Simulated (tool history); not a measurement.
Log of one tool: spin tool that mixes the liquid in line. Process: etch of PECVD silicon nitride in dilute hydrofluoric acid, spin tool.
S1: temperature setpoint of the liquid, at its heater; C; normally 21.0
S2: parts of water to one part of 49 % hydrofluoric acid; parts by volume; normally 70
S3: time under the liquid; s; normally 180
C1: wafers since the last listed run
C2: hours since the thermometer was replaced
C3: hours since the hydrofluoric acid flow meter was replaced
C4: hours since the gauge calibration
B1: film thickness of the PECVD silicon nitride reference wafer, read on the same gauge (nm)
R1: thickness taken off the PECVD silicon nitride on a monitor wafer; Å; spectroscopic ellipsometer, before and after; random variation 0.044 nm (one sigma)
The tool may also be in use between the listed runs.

{"run": 1, "hour": 0.0, "S1": 17.5, "S2": 70, "S3": 180, "C1": 0, "C2": 307.1, "C3": 1091.7, "C4": 775.6, "B1": 150.0, "R1": 49.8}
{"run": 2, "hour": 90.6, "S1": 17.5, "S2": 70, "S3": 180, "C1": 499, "C2": 397.7, "C3": 1182.3, "C4": 866.2, "B1": 150.0, "R1": 49.9}
{"run": 3, "hour": 133.4, "S1": 21.0, "S2": 70, "S3": 180, "C1": 235, "C2": 440.5, "C3": 1225.1, "C4": 909.0, "B1": 149.98, "R1": 64.5}
{"run": 4, "hour": 212.2, "S1": 22.5, "S2": 70, "S3": 180, "C1": 434, "C2": 519.3, "C3": 1303.9, "C4": 987.8, "B1": 150.01, "R1": 70.5}
{"run": 5, "hour": 276.1, "S1": 22.5, "S2": 70, "S3": 180, "C1": 352, "C2": 583.2, "C3": 1367.8, "C4": 1051.7, "B1": 150.03, "R1": 72.0}
{"run": 6, "hour": 382.0, "S1": 21.0, "S2": 70, "S3": 180, "C1": 583, "C2": 689.1, "C3": 1473.7, "C4": 1157.6, "B1": 150.02, "R1": 63.9}
{"run": 7, "hour": 444.8, "S1": 21.0, "S2": 70, "S3": 180, "C1": 346, "C2": 751.9, "C3": 1536.5, "C4": 1220.4, "B1": 150.02, "R1": 64.2}
{"run": 8, "hour": 485.4, "S1": 21.0, "S2": 80, "S3": 110, "C1": 223, "C2": 792.5, "C3": 1577.1, "C4": 1261.0, "B1": 150.01, "R1": 35.0}
{"run": 9, "hour": 564.4, "S1": 21.0, "S2": 80, "S3": 110, "C1": 435, "C2": 871.5, "C3": 1656.1, "C4": 1340.0, "B1": 150.0, "R1": 35.0}
{"run": 10, "hour": 648.5, "S1": 21.0, "S2": 80, "S3": 110, "C1": 463, "C2": 955.6, "C3": 1740.2, "C4": 1424.1, "B1": 149.99, "R1": 35.2}
{"hour": 709.9, "done": "gauge calibrated"}
{"run": 11, "hour": 944.6, "S1": 21.0, "S2": 70, "S3": 180, "C1": 1631, "C2": 1251.7, "C3": 2036.3, "C4": 234.7, "B1": 150.02, "R1": 66.4}
{"run": 12, "hour": 981.6, "S1": 19.5, "S2": 70, "S3": 180, "C1": 203, "C2": 1288.7, "C3": 2073.3, "C4": 271.7, "B1": 150.02, "R1": 59.1}
{"run": 13, "hour": 1049.4, "S1": 17.5, "S2": 50, "S3": 250, "C1": 373, "C2": 1356.5, "C3": 2141.1, "C4": 339.5, "B1": 150.0, "R1": 100.5}
{"hour": 1088.2, "done": "thermometer replaced"}
{"hour": 1108.6, "done": "hydrofluoric acid flow meter replaced"}
{"run": 14, "hour": 1134.6, "S1": 21.0, "S2": 70, "S3": 150, "C1": 458, "C2": 46.4, "C3": 26.0, "C4": 424.7, "B1": 149.99, "R1": 49.8}
{"run": 15, "hour": 1226.5, "S1": 21.0, "S2": 70, "S3": 180, "C1": 506, "C2": 138.3, "C3": 117.9, "C4": 516.6, "B1": 150.0, "R1": 59.8}
{"run": 16, "hour": 1322.8, "S1": 21.0, "S2": 70, "S3": 180, "C1": 530, "C2": 234.6, "C3": 214.2, "C4": 612.9, "B1": 150.01, "R1": 61.0}
{"run": 17, "hour": 1387.5, "S1": 21.0, "S2": 70, "S3": 210, "C1": 356, "C2": 299.3, "C3": 278.9, "C4": 677.6, "B1": 150.03, "R1": 70.2}
{"run": 18, "hour": 1433.4, "S1": 21.0, "S2": 45, "S3": 150, "C1": 252, "C2": 345.2, "C3": 324.8, "C4": 723.5, "B1": 150.02, "R1": 78.7}
{"run": 19, "hour": 1504.2, "S1": 22.5, "S2": 70, "S3": 180, "C1": 390, "C2": 416.0, "C3": 395.6, "C4": 794.3, "B1": 149.97, "R1": 67.8}
{"run": 20, "hour": 1544.8, "S1": 24.0, "S2": 50, "S3": 135, "C1": 223, "C2": 456.6, "C3": 436.2, "C4": 834.9, "B1": 149.99, "R1": 78.9}
{"run": 21, "hour": 1587.5, "S1": 21.0, "S2": 70, "S3": 180, "C1": 235, "C2": 499.3, "C3": 478.9, "C4": 877.6, "B1": 150.0, "R1": 60.8}
{"run": 22, "hour": 1662.9, "S1": 18.0, "S2": 45, "S3": 180, "C1": 415, "C2": 574.7, "C3": 554.3, "C4": 953.0, "B1": 150.03, "R1": 76.8}
{"run": 23, "hour": 1760.9, "S1": 21.0, "S2": 85, "S3": 110, "C1": 540, "C2": 672.7, "C3": 652.3, "C4": 1051.0, "B1": 149.98, "R1": 31.0}

Alternative continuations, all from the tool just after run 23; predict every row:
{"run": "A", "hour": 1761.4, "S1": 21.0, "S2": 55, "S3": 180, "C1": 2, "C2": 673.2, "C3": 652.8, "C4": 1051.5, "B1": "?", "R1": "?"}
{"run": "B", "hour": 1761.4, "S1": 21.0, "S2": 70, "S3": 260, "C1": 2, "C2": 673.2, "C3": 652.8, "C4": 1051.5, "B1": "?", "R1": "?"}
{"run": "C", "hour": 1761.4, "S1": 21.0, "S2": 100, "S3": 180, "C1": 2, "C2": 673.2, "C3": 652.8, "C4": 1051.5, "B1": "?", "R1": "?"}

run=A B1=150.02 R1=76.8
run=B B1=150.02 R1=87.6
run=C B1=150.02 R1=42.8
With no hidden state in the tool, these same runs would have given:
run=A R1=74.0
run=B R1=84.5
run=C R1=41.3
